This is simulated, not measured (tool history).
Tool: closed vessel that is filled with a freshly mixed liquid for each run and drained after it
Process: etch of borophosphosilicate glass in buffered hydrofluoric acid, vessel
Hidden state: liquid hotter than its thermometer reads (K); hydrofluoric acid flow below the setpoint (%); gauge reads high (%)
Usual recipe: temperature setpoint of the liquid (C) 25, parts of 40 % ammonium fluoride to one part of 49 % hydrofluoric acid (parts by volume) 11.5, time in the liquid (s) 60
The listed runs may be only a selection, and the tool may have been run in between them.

run	hour	temperature setpoint of the liquid (C)	parts of 40 % ammonium fluoride to one part of 49 % hydrofluoric acid (parts by volume)	time in the liquid (s)	wafers since the last listed run	hours since the thermometer was replaced	hours since the hydrofluoric acid flow meter was replaced	hours since the gauge calibration	read-back film thickness of the borophosphosilicate glass reference wafer, read on the same gauge (nm)	thickness taken off the borophosphosilicate glass on a monitor wafer (Å)
1	0	25	11.5	60	0	458.7	854.9	295.3	129.3	1010.1
# hour 18.7: thermometer replaced
2	61.5	25	11.5	60	6078	42.8	916.4	356.8	129.01	1025.1
3	89.9	25	11.5	60	2853	71.2	944.8	385.2	128.85	1016.1
4	127	28.5	11.5	60	3727	108.3	981.9	422.3	128.64	1235
5	182.3	25	11.5	60	5555	163.6	1037.2	477.6	128.29	1023.5
6	237.3	25	11.5	60	5525	218.6	1092.2	532.6	127.92	1011.2
7	264.9	25	11.5	60	2772	246.2	1119.8	560.2	127.68	1007
8	328.5	25	11.5	80	6389	309.8	1183.4	623.8	127.15	1332.7
9	364.7	25	11.5	60	3636	346	1219.6	660	126.8	1006.7
# hour 394.8: gauge calibrated
10	434.1	25	11.5	60	6972	415.4	1289	39.3	130.36	1020.7
11	479.2	29.5	7	35	4530	460.5	1334.1	84.4	130.32	1234.4
12	522.3	22.5	14	80	4329	503.6	1377.2	127.5	130.24	993.6
13	550	29	11.5	45	2782	531.3	1404.9	155.2	130.18	955.2

Forecast run 14:
# hour 579.6: hydrofluoric acid flow meter replaced
14	591.4	25	11.5	60	4058	572.7	11.8	196.6	?	?

Logged for run 14: read-back film thickness of the borophosphosilicate glass reference wafer, read on the same gauge (nm) 130.09, thickness taken off the borophosphosilicate glass on a monitor wafer (Å) 1021.5.
Were there no unlogged condition in the tool, this run, its random variation unchanged, would have produced thickness taken off the borophosphosilicate glass on a monitor wafer (Å) 1020.8.
